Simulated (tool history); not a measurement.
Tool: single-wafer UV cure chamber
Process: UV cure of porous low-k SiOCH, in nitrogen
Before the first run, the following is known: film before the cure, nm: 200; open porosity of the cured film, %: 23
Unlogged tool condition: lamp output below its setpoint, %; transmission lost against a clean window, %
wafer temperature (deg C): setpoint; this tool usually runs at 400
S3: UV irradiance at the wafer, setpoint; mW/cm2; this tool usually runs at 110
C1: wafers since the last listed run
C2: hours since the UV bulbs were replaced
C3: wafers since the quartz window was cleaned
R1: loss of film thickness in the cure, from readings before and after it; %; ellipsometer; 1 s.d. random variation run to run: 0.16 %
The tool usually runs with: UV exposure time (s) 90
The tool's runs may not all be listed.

{"run": 1, "hour": 0.0, "wafer temperature (deg C)": 389, "UV exposure time (s)": 90, "S3": 96, "C1": 0, "C2": 1764.7, "C3": 4116, "R1": 8.666}
{"hour": 83.5, "done": "quartz window cleaned"}
{"run": 2, "hour": 106.6, "wafer temperature (deg C)": 389, "UV exposure time (s)": 90, "S3": 96, "C1": 1508, "C2": 1871.3, "C3": 353, "R1": 8.603}
{"run": 3, "hour": 188.9, "wafer temperature (deg C)": 400, "UV exposure time (s)": 90, "S3": 110, "C1": 1259, "C2": 1953.6, "C3": 1612, "R1": 9.251}
{"run": 4, "hour": 289.9, "wafer temperature (deg C)": 391, "UV exposure time (s)": 90, "S3": 110, "C1": 1545, "C2": 2054.6, "C3": 3157, "R1": 9.164}
{"run": 5, "hour": 362.7, "wafer temperature (deg C)": 391, "UV exposure time (s)": 90, "S3": 110, "C1": 1113, "C2": 2127.4, "C3": 4271, "R1": 9.084}
{"hour": 371.6, "done": "quartz window cleaned"}
{"run": 6, "hour": 434.1, "wafer temperature (deg C)": 400, "UV exposure time (s)": 90, "S3": 110, "C1": 969, "C2": 2198.8, "C3": 955, "R1": 9.349}
{"run": 7, "hour": 487.3, "wafer temperature (deg C)": 400, "UV exposure time (s)": 90, "S3": 110, "C1": 813, "C2": 2252, "C3": 1769, "R1": 9.303}
{"run": 8, "hour": 584.4, "wafer temperature (deg C)": 400, "UV exposure time (s)": 90, "S3": 110, "C1": 1485, "C2": 2349.1, "C3": 3254, "R1": 9.392}
{"run": 9, "hour": 633.9, "wafer temperature (deg C)": 400, "UV exposure time (s)": 90, "S3": 110, "C1": 757, "C2": 2398.6, "C3": 4011, "R1": 9.229}
{"hour": 673.8, "done": "quartz window cleaned"}
{"hour": 723.6, "done": "UV bulbs replaced"}
{"run": 10, "hour": 732.1, "wafer temperature (deg C)": 400, "UV exposure time (s)": 90, "S3": 110, "C1": 1257, "C2": 8.5, "C3": 768, "R1": 9.088}
{"run": 11, "hour": 796.5, "wafer temperature (deg C)": 400, "UV exposure time (s)": 90, "S3": 110, "C1": 985, "C2": 72.9, "C3": 1753, "R1": 9.26}
{"run": 12, "hour": 852.3, "wafer temperature (deg C)": 400, "UV exposure time (s)": 40, "S3": 110, "C1": 853, "C2": 128.7, "C3": 2607, "R1": 5.786}
{"run": 13, "hour": 940.5, "wafer temperature (deg C)": 389, "UV exposure time (s)": 90, "S3": 110, "C1": 1349, "C2": 216.9, "C3": 3956, "R1": 8.997}
{"hour": 958.8, "done": "quartz window cleaned"}
{"run": 14, "hour": 997.9, "wafer temperature (deg C)": 400, "UV exposure time (s)": 45, "S3": 123, "C1": 755, "C2": 274.3, "C3": 598, "R1": 6.695}
{"run": 15, "hour": 1056.4, "wafer temperature (deg C)": 400, "UV exposure time (s)": 140, "S3": 125, "C1": 894, "C2": 332.8, "C3": 1493, "R1": 11.959}
{"run": 16, "hour": 1139.1, "wafer temperature (deg C)": 400, "UV exposure time (s)": 90, "S3": 110, "C1": 1265, "C2": 415.5, "C3": 2758, "R1": 9.275}
{"run": 17, "hour": 1232.9, "wafer temperature (deg C)": 415, "UV exposure time (s)": 75, "S3": 130, "C1": 1434, "C2": 509.3, "C3": 4193, "R1": 9.252}
{"hour": 1248.3, "done": "quartz window cleaned"}
{"run": 18, "hour": 1310.7, "wafer temperature (deg C)": 388, "UV exposure time (s)": 70, "S3": 99, "C1": 1067, "C2": 587.1, "C3": 954, "R1": 7.608}
{"run": 19, "hour": 1386.6, "wafer temperature (deg C)": 392, "UV exposure time (s)": 140, "S3": 110, "C1": 1161, "C2": 663, "C3": 2115, "R1": 11.189}
{"run": 20, "hour": 1492.5, "wafer temperature (deg C)": 400, "UV exposure time (s)": 90, "S3": 110, "C1": 1620, "C2": 768.9, "C3": 3735, "R1": 9.302}
{"hour": 1544.1, "done": "quartz window cleaned"}
{"run": 21, "hour": 1554.1, "wafer temperature (deg C)": 400, "UV exposure time (s)": 90, "S3": 110, "C1": 819, "C2": 830.5, "C3": 153, "R1": 9.266}

Run-by-run hidden state of the tool:
lamp output below its setpoint, %: 0 at every run
transmission lost against a clean window, %: 0 at every run

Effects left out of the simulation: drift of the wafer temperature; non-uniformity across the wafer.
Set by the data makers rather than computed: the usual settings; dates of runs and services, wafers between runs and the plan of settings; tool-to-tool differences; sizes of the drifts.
